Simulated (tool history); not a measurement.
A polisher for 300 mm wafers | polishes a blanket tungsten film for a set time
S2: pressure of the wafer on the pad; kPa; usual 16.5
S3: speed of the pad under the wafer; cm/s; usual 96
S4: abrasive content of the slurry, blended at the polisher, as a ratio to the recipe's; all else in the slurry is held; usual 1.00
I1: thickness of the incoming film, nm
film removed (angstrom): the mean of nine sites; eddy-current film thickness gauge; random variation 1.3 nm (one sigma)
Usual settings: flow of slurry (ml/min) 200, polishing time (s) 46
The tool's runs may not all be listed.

Run 1, hour 0.0: usual settings; I1 1443.0. Result: film removed (angstrom) 1498.
At hour 52.3: worn pad replaced by a new one.
Run 2, hour 101.2: usual settings; I1 1458.5. Result: film removed (angstrom) 1478.
Run 3, hour 152.2: usual settings; I1 1460.2. Result: film removed (angstrom) 1490.
Run 4, hour 240.8: usual settings; I1 1441.7. Result: film removed (angstrom) 1445.
At hour 284.4: slurry blender recalibrated.
Run 5, hour 348.3: usual settings but polishing time (s) 39; I1 1468.3. Result: film removed (angstrom) 1228.
At hour 392.9: slurry nozzle cleaned.
Run 6, hour 402.0: usual settings; I1 1471.3. Result: film removed (angstrom) 1539.
At hour 414.8: slurry tank refilled with fresh slurry and peroxide.
Run 7, hour 459.8: usual settings but S3 116 cm/s, S4 1.20, polishing time (s) 60; I1 1433.9. Result: film removed (angstrom) 2449.
Run 8, hour 516.6: usual settings but S2 14.5 kPa; I1 1453.1. Result: film removed (angstrom) 1342.
Run 9, hour 613.7: usual settings; I1 1470.6. Result: film removed (angstrom) 1511.
At hour 678.1: worn pad replaced by a new one.
Run 10, hour 678.6: usual settings but S4 0.85; I1 1427.3. Result: film removed (angstrom) 1445.
Run 11, hour 766.9: usual settings but flow of slurry (ml/min) 135, S2 20.7 kPa; I1 1457.7. Result: film removed (angstrom) 1721.
Run 12, hour 809.4: usual settings but S4 1.15, polishing time (s) 34; I1 1429.5. Result: film removed (angstrom) 1146.
Run 13, hour 862.5: usual settings but flow of slurry (ml/min) 255, S2 18.6 kPa, polishing time (s) 60; I1 1431.2. Result: film removed (angstrom) 2178.
Run 14, hour 917.8: usual settings but flow of slurry (ml/min) 255, polishing time (s) 37; I1 1440.5. Result: film removed (angstrom) 1207.
Run 15, hour 1017.0: usual settings; I1 1467.4. Result: film removed (angstrom) 1461.
At hour 1028.8: slurry tank refilled with fresh slurry and peroxide.
At hour 1029.2: slurry blender recalibrated.
Run 16, hour 1092.4: usual settings but S4 0.80; I1 1466.4. Result: film removed (angstrom) 1358.
At hour 1148.9: slurry nozzle cleaned.
Run 17, hour 1160.6: usual settings but flow of slurry (ml/min) 185; I1 1454.0. Result: film removed (angstrom) 1509.
Run 18, hour 1197.8: usual settings; I1 1422.1. Result: film removed (angstrom) 1532.
At hour 1282.2: worn pad replaced by a new one.
Run 19, hour 1286.7: usual settings; I1 1450.6. Result: film removed (angstrom) 1524.
Run 20, hour 1336.7: usual settings; I1 1438.4. Result: film removed (angstrom) 1518.
Run 21, hour 1435.7: usual settings but polishing time (s) 38; I1 1450.8. Result: film removed (angstrom) 1243.
At hour 1474.9: head pressure recalibrated.
Run 22, hour 1500.0: usual settings but S2 14.5 kPa, S4 1.30; I1 1459.1. Result: film removed (angstrom) 1425.
Run 23, hour 1547.6: usual settings but flow of slurry (ml/min) 130, S2 20.0 kPa, S3 86 cm/s; I1 1451.3. Result: film removed (angstrom) 1509.
At hour 1615.6: slurry tank refilled with fresh slurry and peroxide.
Run 24, hour 1733.4: usual settings but S2 21.4 kPa, S3 124 cm/s, polishing time (s) 57; I1 1473.8. Result: film removed (angstrom) 2867.
At hour 1737.4: slurry blender recalibrated.
At hour 1820.5: slurry nozzle cleaned.
Run 25, hour 1824.8: usual settings; I1 1440.5. Result: film removed (angstrom) 1521.
At hour 1862.8: worn pad replaced by a new one.
Run 26, hour 1889.0: usual settings but S3 114 cm/s, S4 1.10, polishing time (s) 53; I1 1442.0. Result: film removed (angstrom) 2135.
Run 27, hour 1973.1: usual settings; I1 1461.5. Result: film removed (angstrom) 1490.

3 ways to go on from here, each from the tool as it stands after run 27. What would each give?
Run A, hour 1973.5: usual settings but S4 1.30; I1 1479.2. Result: film removed (angstrom) ?.
Run B, hour 1973.5: usual settings but S4 0.75; I1 1479.2. Result: film removed (angstrom) ?.
Run C, hour 1973.5: usual settings but polishing time (s) 55; I1 1479.2. Result: film removed (angstrom) ?.

run  film removed (angstrom)
  A                     1620
  B                     1400
  C                     1807
Without the tool's hidden state the same runs would have given:
run  film removed (angstrom)
  A                     1638
  B                     1416
  C                     1827
